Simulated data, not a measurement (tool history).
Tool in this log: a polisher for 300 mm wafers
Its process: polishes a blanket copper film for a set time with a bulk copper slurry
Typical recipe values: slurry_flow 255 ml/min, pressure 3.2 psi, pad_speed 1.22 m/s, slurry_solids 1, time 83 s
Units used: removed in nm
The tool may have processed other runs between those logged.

run	hour	slurry_flow	pressure	pad_speed	slurry_solids	time	incoming thickness of the incoming film, nm	removed
1	0	255	3.2	1.22	1	70	3160	1062.1
# hour 20.2: slurry nozzle cleaned
2	26	255	3.2	1.22	1	70	3161.7	1038.9
3	45.3	285	3.2	1.22	0.8	83	3225.5	1164.8
4	59	285	3.2	1.22	0.8	83	3152.1	1150
# hour 74.7: slurry blender recalibrated
5	83.3	255	3.2	1.22	1	83	3212.2	1177.3
# hour 96.6: worn pad replaced by a new one
6	108.1	255	3.2	1.22	1	83	3168.6	1251.7
7	136.7	255	3.2	1.22	1	83	3221.9	1215.9
8	169.4	255	3.2	1.22	1	83	3134.9	1162.8
9	184.2	255	3.2	1.22	1	83	3175.4	1164.1
# hour 201.6: worn pad replaced by a new one
10	216.4	255	3.2	1.22	1	83	3145.2	1254.7
11	248	335	3.2	0.9	1	83	3188.3	921.1

Run 12, settings as shown, results not yet in. Your forecast:
12	277.9	255	3.2	1.22	1	70	3174.2	?

Run 12 gave removed 1010.5 nm.
Take away the tool's hidden state, keep the run-to-run variation as it was, and the same run would have given removed 1069.7 nm.

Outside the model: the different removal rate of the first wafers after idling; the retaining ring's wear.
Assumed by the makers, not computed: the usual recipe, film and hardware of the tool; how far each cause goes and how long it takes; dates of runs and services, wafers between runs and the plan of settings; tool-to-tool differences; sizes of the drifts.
